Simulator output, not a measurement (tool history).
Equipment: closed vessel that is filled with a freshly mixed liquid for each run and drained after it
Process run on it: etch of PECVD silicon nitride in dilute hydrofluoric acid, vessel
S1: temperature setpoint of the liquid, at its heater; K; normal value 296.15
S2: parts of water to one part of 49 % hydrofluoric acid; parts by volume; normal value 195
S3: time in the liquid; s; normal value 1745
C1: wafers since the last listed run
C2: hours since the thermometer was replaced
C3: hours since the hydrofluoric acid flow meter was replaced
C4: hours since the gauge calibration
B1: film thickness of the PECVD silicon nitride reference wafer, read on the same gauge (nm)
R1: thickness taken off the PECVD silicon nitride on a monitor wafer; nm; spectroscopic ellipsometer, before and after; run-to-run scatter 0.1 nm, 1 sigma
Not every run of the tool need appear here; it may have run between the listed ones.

run 1 hour=0.0 | S1=296.15 S2=195 S3=1745 | C1=0 C2=2132.4 C3=880.9 C4=371.3 | B1=129.95 | R1=16.88
run 2 hour=13.7 | S1=296.15 S2=195 S3=1745 | C1=569 C2=2146.1 C3=894.6 C4=385.0 | B1=129.98 | R1=16.90
run 3 hour=22.2 | S1=296.15 S2=195 S3=1745 | C1=353 C2=2154.6 C3=903.1 C4=393.5 | B1=130.00 | R1=16.89
run 4 hour=30.6 | S1=294.65 S2=195 S3=1745 | C1=349 C2=2163.0 C3=911.5 C4=401.9 | B1=130.01 | R1=15.30
run 5 hour=39.6 | S1=294.65 S2=195 S3=1745 | C1=373 C2=2172.0 C3=920.5 C4=410.9 | B1=130.00 | R1=15.35
run 6 hour=52.7 | S1=294.65 S2=195 S3=1745 | C1=544 C2=2185.1 C3=933.6 C4=424.0 | B1=130.05 | R1=15.28
run 7 hour=69.1 | S1=296.15 S2=195 S3=1745 | C1=681 C2=2201.5 C3=950.0 C4=440.4 | B1=129.98 | R1=16.76
run 8 hour=86.3 | S1=296.15 S2=195 S3=1745 | C1=714 C2=2218.7 C3=967.2 C4=457.6 | B1=130.03 | R1=16.84
-- hour=102.2 gauge calibrated
run 9 hour=104.0 | S1=296.15 S2=195 S3=1745 | C1=735 C2=2236.4 C3=984.9 C4=1.8 | B1=130.00 | R1=17.02
run 10 hour=113.0 | S1=296.15 S2=195 S3=1745 | C1=373 C2=2245.4 C3=993.9 C4=10.8 | B1=129.99 | R1=16.81
run 11 hour=119.2 | S1=296.15 S2=195 S3=1745 | C1=257 C2=2251.6 C3=1000.1 C4=17.0 | B1=129.99 | R1=16.94
run 12 hour=129.7 | S1=296.15 S2=195 S3=1745 | C1=436 C2=2262.1 C3=1010.6 C4=27.5 | B1=129.95 | R1=16.95
run 13 hour=136.8 | S1=300.65 S2=295 S3=1745 | C1=294 C2=2269.2 C3=1017.7 C4=34.6 | B1=130.00 | R1=14.88
-- hour=184.8 hydrofluoric acid flow meter replaced
run 14 hour=190.7 | S1=296.15 S2=195 S3=1745 | C1=2197 C2=2323.1 C3=5.9 C4=88.5 | B1=130.01 | R1=17.75
run 15 hour=208.2 | S1=293.65 S2=285 S3=2325 | C1=727 C2=2340.6 C3=23.4 C4=106.0 | B1=129.98 | R1=13.95
run 16 hour=218.0 | S1=296.15 S2=195 S3=1745 | C1=407 C2=2350.4 C3=33.2 C4=115.8 | B1=130.00 | R1=17.86
run 17 hour=234.3 | S1=296.15 S2=195 S3=2150 | C1=677 C2=2366.7 C3=49.5 C4=132.1 | B1=129.99 | R1=21.92
run 18 hour=245.4 | S1=294.65 S2=195 S3=1745 | C1=461 C2=2377.8 C3=60.6 C4=143.2 | B1=130.04 | R1=16.04
-- hour=250.6 thermometer replaced
-- hour=272.8 hydrofluoric acid flow meter replaced, repeated, since the last time left the tool worse
run 19 hour=285.0 | S1=296.15 S2=195 S3=1745 | C1=1562 C2=34.4 C3=12.2 C4=182.8 | B1=129.98 | R1=15.84
run 20 hour=303.9 | S1=296.15 S2=250 S3=2050 | C1=785 C2=53.3 C3=31.1 C4=201.7 | B1=130.03 | R1=14.59
run 21 hour=313.5 | S1=296.15 S2=195 S3=720 | C1=398 C2=62.9 C3=40.7 C4=211.3 | B1=129.96 | R1=6.50
run 22 hour=344.4 | S1=296.15 S2=195 S3=1745 | C1=1283 C2=93.8 C3=71.6 C4=242.2 | B1=129.98 | R1=15.98
run 23 hour=360.1 | S1=294.15 S2=195 S3=1745 | C1=652 C2=109.5 C3=87.3 C4=257.9 | B1=129.97 | R1=14.00
run 24 hour=377.6 | S1=296.15 S2=195 S3=1745 | C1=727 C2=127.0 C3=104.8 C4=275.4 | B1=129.98 | R1=16.04
run 25 hour=388.5 | S1=296.15 S2=195 S3=1745 | C1=452 C2=137.9 C3=115.7 C4=286.3 | B1=130.01 | R1=15.86
run 26 hour=395.4 | S1=300.65 S2=195 S3=1745 | C1=286 C2=144.8 C3=122.6 C4=293.2 | B1=129.99 | R1=21.15
run 27 hour=411.8 | S1=300.15 S2=290 S3=2540 | C1=681 C2=161.2 C3=139.0 C4=309.6 | B1=129.99 | R1=20.08
run 28 hour=418.2 | S1=291.65 S2=160 S3=1745 | C1=265 C2=167.6 C3=145.4 C4=316.0 | B1=129.98 | R1=14.48
run 29 hour=454.7 | S1=293.65 S2=195 S3=980 | C1=1516 C2=204.1 C3=181.9 C4=352.5 | B1=130.01 | R1=7.58
-- hour=455.6 gauge calibrated
run 30 hour=461.3 | S1=294.65 S2=135 S3=1075 | C1=274 C2=210.7 C3=188.5 C4=5.7 | B1=130.00 | R1=12.84
run 31 hour=471.4 | S1=296.15 S2=195 S3=1745 | C1=419 C2=220.8 C3=198.6 C4=15.8 | B1=129.98 | R1=16.20

Predict each of these 5 candidate next runs independently; none follows another, all start after run 31:
run A hour=472.5 | S1=299.15 S2=195 S3=1745 | C1=45 C2=221.9 C3=199.7 C4=16.9 | B1=? | R1=?
run B hour=472.5 | S1=298.65 S2=155 S3=1745 | C1=45 C2=221.9 C3=199.7 C4=16.9 | B1=? | R1=?
run C hour=472.5 | S1=291.15 S2=195 S3=2625 | C1=45 C2=221.9 C3=199.7 C4=16.9 | B1=? | R1=?
run D hour=472.5 | S1=300.15 S2=195 S3=2635 | C1=45 C2=221.9 C3=199.7 C4=16.9 | B1=? | R1=?
run E hour=472.5 | S1=296.15 S2=195 S3=2645 | C1=45 C2=221.9 C3=199.7 C4=16.9 | B1=? | R1=?

run=A B1=130.00 R1=19.39
run=B B1=130.00 R1=23.63
run=C B1=130.00 R1=17.39
run=D B1=130.00 R1=31.16
run=E B1=130.00 R1=24.32
With the hidden condition removed and each run's random variation left untouched, the same runs would have given:
run=A R1=18.97
run=B R1=23.12
run=C R1=17.03
run=D R1=30.48
run=E R1=23.80
